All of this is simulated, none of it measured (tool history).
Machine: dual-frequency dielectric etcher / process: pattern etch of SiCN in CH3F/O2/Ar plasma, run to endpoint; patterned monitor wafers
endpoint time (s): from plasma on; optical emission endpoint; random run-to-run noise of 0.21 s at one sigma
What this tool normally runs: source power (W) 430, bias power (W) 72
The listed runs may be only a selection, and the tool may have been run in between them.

run,hour,source power (W),bias power (W),wafers since the last listed run,hours since the last wet clean,hours since the last source power generator calibration,hours since the last bias power generator calibration,hours since the last upper electrode change,"incoming incoming film thickness, nm",endpoint time (s)
1,0,430,72,0,444.4,2672,554.2,4645.1,9.9,24.6
# hour 36.6: wet clean of the chamber
2,67.1,430,72,506,30.5,2739.1,621.3,4712.2,9.86,24
3,107.6,430,72,476,71,2779.6,661.8,4752.7,9.81,24.1
# hour 175.1: upper electrode replaced
4,175.6,470,72,517,139,2847.6,729.8,0.5,9.89,23
5,223,470,72,557,186.4,2895,777.2,47.9,9.96,23.2
6,273.7,470,72,596,237.1,2945.7,827.9,98.6,9.93,22.9
7,311.2,430,72,441,274.6,2983.2,865.4,136.1,9.84,23.3
8,381.4,430,72,825,344.8,3053.4,935.6,206.3,9.89,23.7
# hour 411.1: source power generator calibrated
9,414.9,430,72,346,378.3,3.8,969.1,239.8,9.92,23.6
10,444.4,430,72,346,407.8,33.3,998.6,269.3,9.93,23.7
# hour 481.4: wet clean of the chamber, repeated, since the last time left the tool worse
11,511,430,72,500,29.6,99.9,1065.2,335.9,9.88,25.4
12,574.6,430,72,747,93.2,163.5,1128.8,399.5,9.86,24.7
13,629.6,430,72,646,148.2,218.5,1183.8,454.5,9.75,24.7
14,665.4,370,59,421,184,254.3,1219.6,490.3,9.96,28.9
15,717.5,350,59,612,236.1,306.4,1271.7,542.4,9.97,29.5
16,757,430,54,464,275.6,345.9,1311.2,581.9,9.9,28.6
17,856.9,470,86,1174,375.5,445.8,1411.1,681.8,10.03,22.2
# hour 924.5: wet clean of the chamber
18,925,480,83,518,0.5,513.9,1479.2,749.9,9.85,22.5
# hour 934.9: bias power generator calibrated
19,969.5,490,80,476,45,558.4,34.6,794.4,9.89,23.1
20,1031.2,430,72,725,106.7,620.1,96.3,856.1,9.99,25.3
21,1076.4,340,65,531,151.9,665.3,141.5,901.3,9.89,27.7
22,1138.8,360,88,733,214.3,727.7,203.9,963.7,9.85,24
23,1171,430,72,378,246.5,759.9,236.1,995.9,9.83,24.4
24,1236.7,380,72,772,312.2,825.6,301.8,1061.6,9.99,26.4
25,1276.3,510,72,465,351.8,865.2,341.4,1101.2,9.94,23.4
26,1315.9,480,61,465,391.4,904.8,381,1140.8,9.88,26.2
27,1354.8,430,57,457,430.3,943.7,419.9,1179.7,9.93,27.7
# hour 1431.7: wet clean of the chamber
28,1432.2,430,72,627,0.5,1021.1,497.3,1257.1,10,25.6
29,1466.1,430,72,398,34.4,1055,531.2,1291,9.93,24.8
30,1504.6,480,72,452,72.9,1093.5,569.7,1329.5,9.97,24.2
31,1562.1,330,59,676,130.4,1151,627.2,1387,9.89,30.3
32,1610.7,430,85,571,179,1199.6,675.8,1435.6,9.92,23.4
33,1646.3,430,72,418,214.6,1235.2,711.4,1471.2,9.86,24.5
34,1687.5,490,82,484,255.8,1276.4,752.6,1512.4,9.94,22.5
35,1735.6,340,58,565,303.9,1324.5,800.7,1560.5,9.88,29.7
36,1786.1,370,67,593,354.4,1375,851.2,1611,9.82,26.2

3 ways to go on from here, each from the tool as it stands after run 36. What would each give?
A,1786.5,430,72,4,354.8,1375.4,851.6,1611.4,9.89,?
B,1786.5,400,86,4,354.8,1375.4,851.6,1611.4,9.89,?
C,1786.5,510,77,4,354.8,1375.4,851.6,1611.4,9.89,?

run,endpoint time (s)
A,24.7
B,23.2
C,22.6
Stripped of hidden state, with their random variation kept, the same runs would have yielded:
run,endpoint time (s)
A,25.2
B,23.7
C,23.1
